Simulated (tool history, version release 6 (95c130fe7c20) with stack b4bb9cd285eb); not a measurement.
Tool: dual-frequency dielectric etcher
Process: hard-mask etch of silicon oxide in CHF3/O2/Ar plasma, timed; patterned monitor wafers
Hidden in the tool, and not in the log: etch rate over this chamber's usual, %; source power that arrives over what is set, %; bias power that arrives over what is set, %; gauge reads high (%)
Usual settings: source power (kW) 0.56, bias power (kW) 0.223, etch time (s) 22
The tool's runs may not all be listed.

run,hour,source power (kW),bias power (kW),etch time (s),wafers since the last listed run,hours since the last wet clean,hours since the last source power generator calibration,hours since the last bias power generator calibration,hours since the last upper electrode change,hours since the gauge calibration,"read-back reference wafer on the same gauge, depth_nm",mean etch depth across the wafer (angstrom)
1,0,0.56,0.223,22,0,354.9,1844.1,2758.8,5727,18.3,51.51,492.2
2,33.9,0.56,0.223,22,589,388.8,1878,2792.7,5760.9,52.2,51.5,488
3,54.6,0.56,0.212,22,360,409.5,1898.7,2813.4,5781.6,72.9,51.47,483.3
4,87.7,0.56,0.212,22,576,442.6,1931.8,2846.5,5814.7,106,51.57,482.3
5,114.6,0.56,0.212,22,468,469.5,1958.7,2873.4,5841.6,132.9,51.61,485.2
6,142.1,0.56,0.223,22,478,497,1986.2,2900.9,5869.1,160.4,51.5,486
7,156,0.56,0.223,22,241,510.9,2000.1,2914.8,5883,174.3,51.66,490
8,183.2,0.56,0.223,22,473,538.1,2027.3,2942,5910.2,201.5,51.52,480.4
9,207.1,0.49,0.223,22,415,562,2051.2,2965.9,5934.1,225.4,51.64,472.9
# hour 253.1: wet clean of the chamber
10,253.6,0.49,0.223,22,391,0.5,2097.7,3012.4,5980.6,271.9,51.63,486.3
11,253.9,0.56,0.223,22,5,0.8,2098,3012.7,5980.9,272.2,51.57,501.2
12,264.4,0.65,0.255,26,182,11.3,2108.5,3023.2,5991.4,282.7,51.48,644.5
13,298.4,0.61,0.223,19,591,45.3,2142.5,3057.2,6025.4,316.7,51.39,444.9
# hour 331.7: upper electrode replaced
14,332.2,0.56,0.223,22,170,79.1,2176.3,3091,0.5,350.5,51.47,501.8
15,333.2,0.48,0.185,24.5,17,80.1,2177.3,3092,1.5,351.5,51.43,518.8
16,347.4,0.56,0.194,25,247,94.3,2191.5,3106.2,15.7,365.7,51.6,561.6
17,367.2,0.56,0.264,22,344,114.1,2211.3,3126,35.5,385.5,51.5,515
# hour 384.7: bias power generator calibrated
18,385.2,0.48,0.223,22,243,132.1,2229.3,0.5,53.5,403.5,51.45,478.2
19,397.8,0.56,0.223,18.5,219,144.7,2241.9,13.1,66.1,416.1,51.56,418.9
# hour 426.8: source power generator calibrated
20,427.3,0.56,0.223,28,443,174.2,0.5,42.6,95.6,445.6,51.41,636.3
21,440.6,0.56,0.223,24.5,231,187.5,13.8,55.9,108.9,458.9,51.55,548.8
# hour 454.4: gauge calibrated
22,463.2,0.56,0.212,22,393,210.1,36.4,78.5,131.5,8.8,51.49,493.2
23,476.2,0.67,0.241,26,226,223.1,49.4,91.5,144.5,21.8,51.52,619.4
24,496.2,0.51,0.203,22,348,243.1,69.4,111.5,164.5,41.8,51.45,474.4
25,528.8,0.56,0.238,26,567,275.7,102,144.1,197.1,74.4,51.46,591.8
26,555.8,0.56,0.184,18,469,302.7,129,171.1,224.1,101.4,51.37,391.7
27,588.7,0.51,0.223,22,572,335.6,161.9,204,257,134.3,51.61,475.8
28,610.1,0.5,0.223,22,372,357,183.3,225.4,278.4,155.7,51.4,471.5
29,633,0.56,0.223,22,398,379.9,206.2,248.3,301.3,178.6,51.45,491.3
30,656.1,0.48,0.197,27,402,403,229.3,271.4,324.4,201.7,51.63,559.5
31,692.1,0.56,0.223,27.5,626,439,265.3,307.4,360.4,237.7,51.57,606.2

How the hidden state differs across the entries between the runs, from the last listed run before each to the first after it:
Between runs 9 and 10: wet clean of the chamber (hour 253.1)
  etch rate over this chamber's usual, %: -4.36 -> -0.496
  measured less the result without the state, mean etch depth across the wafer (angstrom): -21.5 -> -2.4
Between runs 13 and 14: upper electrode replaced (hour 331.7)
  etch rate over this chamber's usual, %: -0.822 -> -1.07
  measured less the result without the state, mean etch depth across the wafer (angstrom): -3.7 -> -5.4
Between runs 17 and 18: bias power generator calibrated (hour 384.7)
  etch rate over this chamber's usual, %: -1.32 -> -1.45
  measured less the result without the state, mean etch depth across the wafer (angstrom): -6.9 -> -7
Between runs 19 and 20: source power generator calibrated (hour 426.8)
  etch rate over this chamber's usual, %: -1.54 -> -1.76
  measured less the result without the state, mean etch depth across the wafer (angstrom): -6.5 -> -11.4
Between runs 21 and 22: gauge calibrated (hour 454.4)
  etch rate over this chamber's usual, %: -1.85 -> -2.02
  measured less the result without the state, mean etch depth across the wafer (angstrom): -10.4 -> -10.2
